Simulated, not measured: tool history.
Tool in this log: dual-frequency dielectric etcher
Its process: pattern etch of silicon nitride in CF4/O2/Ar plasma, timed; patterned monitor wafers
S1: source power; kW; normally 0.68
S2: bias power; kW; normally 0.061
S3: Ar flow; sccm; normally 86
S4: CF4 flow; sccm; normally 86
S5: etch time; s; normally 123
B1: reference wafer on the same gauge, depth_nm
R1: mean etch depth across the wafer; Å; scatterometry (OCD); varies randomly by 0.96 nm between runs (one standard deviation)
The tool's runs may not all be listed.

run	day	S1	S2	S3	S4	S5	B1	R1
1	0	0.75	0.061	86	92	123	289.8	3435
2	1.188	0.75	0.061	86	92	123	290.2	3448
3	2.538	0.68	0.061	86	86	123	290.1	3083
4	3.458	0.68	0.061	86	86	123	290	3090
5	4.079	0.78	0.061	71	86	123	290	3608
6	5.417	0.63	0.061	86	95	123	290.1	2908
# day 5.938: source power generator calibrated
# day 6.158: CF4 flow controller replaced
# day 6.192: gauge calibrated
7	6.733	0.8	0.051	68	78	123	290	3650
8	7.767	0.68	0.071	98	93	109.5	290.1	3090
9	8.579	0.68	0.061	86	86	123	289.8	3291
# day 8.925: Ar flow controller replaced
10	9.738	0.68	0.061	86	86	123	290.2	3293
# day 11.796: upper electrode replaced
11	11.817	0.78	0.061	97	98	92.5	290	2886
12	11.996	0.68	0.061	86	75	98	289.9	2589
# day 12.779: bias power generator calibrated
13	13.267	0.68	0.061	86	86	123	290.1	3314
14	13.888	0.68	0.061	86	86	123	290	3292
# day 15.217: wet clean of the chamber
15	15.238	0.68	0.076	65	86	123	289.8	3550
16	15.621	0.68	0.061	86	86	123	290.1	3233
17	17.067	0.52	0.075	86	106	102.5	290	2240
18	17.608	0.82	0.061	80	86	91.5	289.9	2929
19	18.862	0.68	0.054	86	86	123	289.8	3132
20	19.512	0.68	0.052	86	86	123	290	3082

Here are 5 independent what-if runs from the current tool condition. What would each one return?
A	19.533	0.68	0.061	86	86	123	?	?
B	19.533	0.68	0.053	99	68	123	?	?
C	19.533	0.76	0.061	93	97	101	?	?
D	19.533	0.68	0.076	100	86	123	?	?
E	19.533	0.68	0.068	102	71	157	?	?

run	B1	R1
A	290.2	3258
B	290.2	2967
C	290.2	3036
D	290.2	3490
E	290.2	4157
Had the tool no hidden state, the same runs would have come out as:
run	R1
A	3247
B	2956
C	3025
D	3478
E	4142

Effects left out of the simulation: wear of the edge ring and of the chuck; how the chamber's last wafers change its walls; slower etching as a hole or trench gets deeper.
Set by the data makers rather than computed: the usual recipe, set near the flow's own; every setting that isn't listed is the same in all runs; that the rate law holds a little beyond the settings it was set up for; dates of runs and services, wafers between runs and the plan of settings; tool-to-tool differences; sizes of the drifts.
